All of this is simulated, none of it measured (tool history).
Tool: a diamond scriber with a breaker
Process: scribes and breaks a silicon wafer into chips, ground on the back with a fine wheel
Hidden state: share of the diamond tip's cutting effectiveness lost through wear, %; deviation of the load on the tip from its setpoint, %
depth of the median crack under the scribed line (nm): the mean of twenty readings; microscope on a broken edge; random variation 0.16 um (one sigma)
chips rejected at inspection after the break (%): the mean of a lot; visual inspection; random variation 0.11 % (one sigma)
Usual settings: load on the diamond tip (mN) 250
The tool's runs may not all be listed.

run	hour	load on the diamond tip (mN)	wafers since the last listed run	hours since the diamond tip was replaced	hours since the load on the tip was calibrated	incoming depth of the damage left on the back of the incoming wafer, um	depth of the median crack under the scribed line (nm)	chips rejected at inspection after the break (%)
1	0	250	0	357.3	244.4	1.67	7780	5.98
2	44.4	227	54	401.7	288.8	2.67	6920	13.66
3	109.1	250	80	466.4	353.5	2	7450	7.4
# hour 124.7: diamond tip replaced by a new one
4	160.9	250	61	36.2	405.3	2.63	8860	3.9
5	222.9	250	76	98.2	467.3	1.96	8300	3.72
6	255.9	250	40	131.2	500.3	2.32	7820	5.87
7	295.5	250	49	170.8	539.9	2.8	7820	9.22
8	339.7	250	54	215	584.1	1.75	7450	7.44
# hour 533.2: load on the tip recalibrated
9	555.1	250	264	430.4	21.9	1.7	7590	7.19
# hour 573.4: diamond tip replaced by a new one
10	624.5	250	83	51.1	91.3	2.82	8700	4.61
11	649.7	204	31	76.3	116.5	1.63	7240	7.99
12	686.5	228	45	113.1	153.3	2.09	7630	6.76
13	738.8	250	64	165.4	205.6	2.34	7950	5.93
14	881.2	295	176	307.8	348	2.92	8560	5.23
15	932.5	186	63	359.1	399.3	2.43	5990	27.74
# hour 970.5: diamond tip replaced by a new one
16	983.3	250	60	12.8	450.1	1.71	8640	2.4
17	1010.8	196	34	40.3	477.6	2.15	6920	13.82
18	1038.9	295	34	68.4	505.7	2.81	9240	3.84
19	1069.3	276	37	98.8	536.1	2.65	8170	5.75

The same runs without the tool's hidden state, with the same run-to-run variation:
run	depth of the median crack under the scribed line (nm)	chips rejected at inspection after the break (%)
1	9420	1.37
2	8480	4.08
3	9260	1.63
4	9420	3.04
5	9400	1.64
6	9110	2.32
7	9380	3.51
8	9210	1.51
9	9430	1.39
10	9310	3.49
11	7930	4.04
12	8590	2.72
13	9240	2.4
14	10600	4.27
15	7550	9.65
16	9460	1.33
17	7840	6.52
18	10810	4.36
19	9860	3.43
